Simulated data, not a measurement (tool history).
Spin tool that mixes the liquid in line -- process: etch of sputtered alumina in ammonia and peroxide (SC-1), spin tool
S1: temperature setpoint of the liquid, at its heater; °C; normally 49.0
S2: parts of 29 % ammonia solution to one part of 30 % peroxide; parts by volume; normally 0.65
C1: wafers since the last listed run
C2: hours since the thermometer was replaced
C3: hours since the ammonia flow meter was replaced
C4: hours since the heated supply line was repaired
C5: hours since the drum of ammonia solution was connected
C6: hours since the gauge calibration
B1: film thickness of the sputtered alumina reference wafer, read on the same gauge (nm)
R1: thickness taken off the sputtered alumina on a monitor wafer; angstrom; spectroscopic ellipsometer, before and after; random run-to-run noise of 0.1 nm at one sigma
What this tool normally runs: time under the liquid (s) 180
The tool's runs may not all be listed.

Run 1, hour 0.0: usual settings but S1 56.0 °C; C1 0; C2 1823.7; C3 1324.4; C4 2293.9; C5 738.9; C6 1602.5; B1 60.00. Result: R1 189.9 angstrom.
Run 2, hour 40.1: usual settings but S1 44.0 °C; C1 318; C2 1863.8; C3 1364.5; C4 2334.0; C5 779.0; C6 1642.6; B1 59.98. Result: R1 98.0 angstrom.
Run 3, hour 108.1: usual settings; C1 539; C2 1931.8; C3 1432.5; C4 2402.0; C5 847.0; C6 1710.6; B1 59.97. Result: R1 130.4 angstrom.
Run 4, hour 170.4: usual settings; C1 494; C2 1994.1; C3 1494.8; C4 2464.3; C5 909.3; C6 1772.9; B1 60.04. Result: R1 128.7 angstrom.
At hour 228.7: heated supply line repaired.
Run 5, hour 241.3: usual settings; C1 555; C2 2065.0; C3 1565.7; C4 12.6; C5 980.2; C6 1843.8; B1 59.99. Result: R1 128.4 angstrom.
Run 6, hour 290.3: usual settings but S1 44.5 °C, time under the liquid (s) 225; C1 389; C2 2114.0; C3 1614.7; C4 61.6; C5 1029.2; C6 1892.8; B1 60.02. Result: R1 125.4 angstrom.
At hour 302.4: new drum of ammonia solution connected.
At hour 340.3: gauge calibrated.
Run 7, hour 345.3: usual settings but S1 43.5 °C, S2 0.50 parts by volume, time under the liquid (s) 110; C1 428; C2 2169.0; C3 1669.7; C4 116.6; C5 42.9; C6 5.0; B1 60.00. Result: R1 56.5 angstrom.
Run 8, hour 399.6: usual settings; C1 431; C2 2223.3; C3 1724.0; C4 170.9; C5 97.2; C6 59.3; B1 60.00. Result: R1 132.0 angstrom.
At hour 412.7: thermometer replaced.
Run 9, hour 439.1: usual settings; C1 305; C2 26.4; C3 1763.5; C4 210.4; C5 136.7; C6 98.8; B1 59.97. Result: R1 128.9 angstrom.
Run 10, hour 497.6: usual settings but S2 0.55 parts by volume, time under the liquid (s) 260; C1 464; C2 84.9; C3 1822.0; C4 268.9; C5 195.2; C6 157.3; B1 59.99. Result: R1 185.7 angstrom.
Run 11, hour 546.5: usual settings but S1 55.5 °C, S2 0.85 parts by volume; C1 388; C2 133.8; C3 1870.9; C4 317.8; C5 244.1; C6 206.2; B1 59.99. Result: R1 188.4 angstrom.
Run 12, hour 594.5: usual settings but S1 56.0 °C; C1 381; C2 181.8; C3 1918.9; C4 365.8; C5 292.1; C6 254.2; B1 59.98. Result: R1 189.0 angstrom.
At hour 634.0: ammonia flow meter replaced.
Run 13, hour 663.4: usual settings but S1 43.5 °C, S2 0.95 parts by volume, time under the liquid (s) 215; C1 539; C2 250.7; C3 29.4; C4 434.7; C5 361.0; C6 323.1; B1 59.99. Result: R1 117.4 angstrom.
Run 14, hour 696.2: usual settings but S2 0.85 parts by volume, time under the liquid (s) 240; C1 260; C2 283.5; C3 62.2; C4 467.5; C5 393.8; C6 355.9; B1 60.00. Result: R1 177.0 angstrom.
Run 15, hour 733.8: usual settings; C1 298; C2 321.1; C3 99.8; C4 505.1; C5 431.4; C6 393.5; B1 60.00. Result: R1 129.7 angstrom.
Run 16, hour 765.9: usual settings but S1 54.5 °C, S2 0.90 parts by volume, time under the liquid (s) 215; C1 254; C2 353.2; C3 131.9; C4 537.2; C5 463.5; C6 425.6; B1 60.02. Result: R1 213.3 angstrom.
Run 17, hour 814.1: usual settings but S2 0.35 parts by volume, time under the liquid (s) 285; C1 382; C2 401.4; C3 180.1; C4 585.4; C5 511.7; C6 473.8; B1 59.97. Result: R1 193.6 angstrom.

For run 18, what comes out?
Run 18, hour 851.9: usual settings; C1 300; C2 439.2; C3 217.9; C4 623.2; C5 549.5; C6 511.6; B1 ?. Result: R1 ?.

For run 18 the tool returned B1 60.01, R1 130.9 angstrom.
With the hidden condition absent and the run-to-run variation left alone, this run would have shown R1 130.9 angstrom.

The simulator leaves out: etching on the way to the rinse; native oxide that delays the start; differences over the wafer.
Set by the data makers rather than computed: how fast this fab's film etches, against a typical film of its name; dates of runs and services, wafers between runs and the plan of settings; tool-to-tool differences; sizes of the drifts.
